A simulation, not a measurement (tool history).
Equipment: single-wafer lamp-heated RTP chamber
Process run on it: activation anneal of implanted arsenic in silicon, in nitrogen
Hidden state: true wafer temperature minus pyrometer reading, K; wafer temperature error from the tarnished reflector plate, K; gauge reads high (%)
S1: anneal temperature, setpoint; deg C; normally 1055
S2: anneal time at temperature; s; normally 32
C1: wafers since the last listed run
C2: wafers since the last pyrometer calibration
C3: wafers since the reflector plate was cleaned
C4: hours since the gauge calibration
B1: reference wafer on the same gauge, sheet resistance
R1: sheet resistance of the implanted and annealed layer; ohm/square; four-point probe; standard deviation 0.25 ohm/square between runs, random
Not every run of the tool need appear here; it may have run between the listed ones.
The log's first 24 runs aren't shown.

{"run": 25, "hour": 751.1, "S1": 1055, "S2": 48, "C1": 1043, "C2": 3394, "C3": 12403, "C4": 240.6, "B1": 105.01, "R1": 100.82}
{"hour": 762.3, "done": "reflector plate cleaned"}
{"run": 26, "hour": 786.7, "S1": 1071, "S2": 32, "C1": 369, "C2": 3764, "C3": 326, "C4": 276.2, "B1": 105.03, "R1": 102.6}
{"run": 27, "hour": 820.1, "S1": 1055, "S2": 46, "C1": 447, "C2": 4211, "C3": 774, "C4": 309.6, "B1": 105.05, "R1": 102.37}
{"run": 28, "hour": 846.1, "S1": 1045, "S2": 24, "C1": 348, "C2": 4560, "C3": 1122, "C4": 335.6, "B1": 105.02, "R1": 108.82}
{"run": 29, "hour": 866.0, "S1": 1055, "S2": 32, "C1": 266, "C2": 4826, "C3": 1389, "C4": 355.5, "B1": 105.02, "R1": 104.49}
{"run": 30, "hour": 897.8, "S1": 1036, "S2": 32, "C1": 426, "C2": 5253, "C3": 1815, "C4": 387.3, "B1": 104.96, "R1": 107.99}
{"run": 31, "hour": 920.7, "S1": 1080, "S2": 13, "C1": 306, "C2": 5559, "C3": 2122, "C4": 410.2, "B1": 104.97, "R1": 107.58}
{"run": 32, "hour": 948.4, "S1": 1035, "S2": 27, "C1": 371, "C2": 5931, "C3": 2493, "C4": 437.9, "B1": 104.94, "R1": 108.53}
{"run": 33, "hour": 978.0, "S1": 1046, "S2": 49, "C1": 396, "C2": 6327, "C3": 2890, "C4": 467.5, "B1": 105.02, "R1": 102.82}
{"run": 34, "hour": 990.8, "S1": 1064, "S2": 25, "C1": 171, "C2": 6499, "C3": 3061, "C4": 480.3, "B1": 104.94, "R1": 104.87}
{"run": 35, "hour": 1015.4, "S1": 1067, "S2": 48, "C1": 329, "C2": 6829, "C3": 3391, "C4": 504.9, "B1": 105.02, "R1": 99.69}

Here are 4 independent what-if runs from the current tool condition. What would each one return?
{"run": "A", "hour": 1015.8, "S1": 1055, "S2": 22, "C1": 5, "C2": 6834, "C3": 3397, "C4": 505.3, "B1": "?", "R1": "?"}
{"run": "B", "hour": 1015.8, "S1": 1055, "S2": 15, "C1": 5, "C2": 6834, "C3": 3397, "C4": 505.3, "B1": "?", "R1": "?"}
{"run": "C", "hour": 1015.8, "S1": 1041, "S2": 14, "C1": 5, "C2": 6834, "C3": 3397, "C4": 505.3, "B1": "?", "R1": "?"}
{"run": "D", "hour": 1015.8, "S1": 1073, "S2": 43, "C1": 5, "C2": 6834, "C3": 3397, "C4": 505.3, "B1": "?", "R1": "?"}

run=A B1=104.97 R1=107.06
run=B B1=104.97 R1=109.7
run=C B1=104.97 R1=112.03
run=D B1=104.97 R1=99.21
Take away the tool's hidden state, keep each run's random variation, and the runs would have read:
run=A R1=109.15
run=B R1=111.61
run=C R1=113.83
run=D R1=101.5
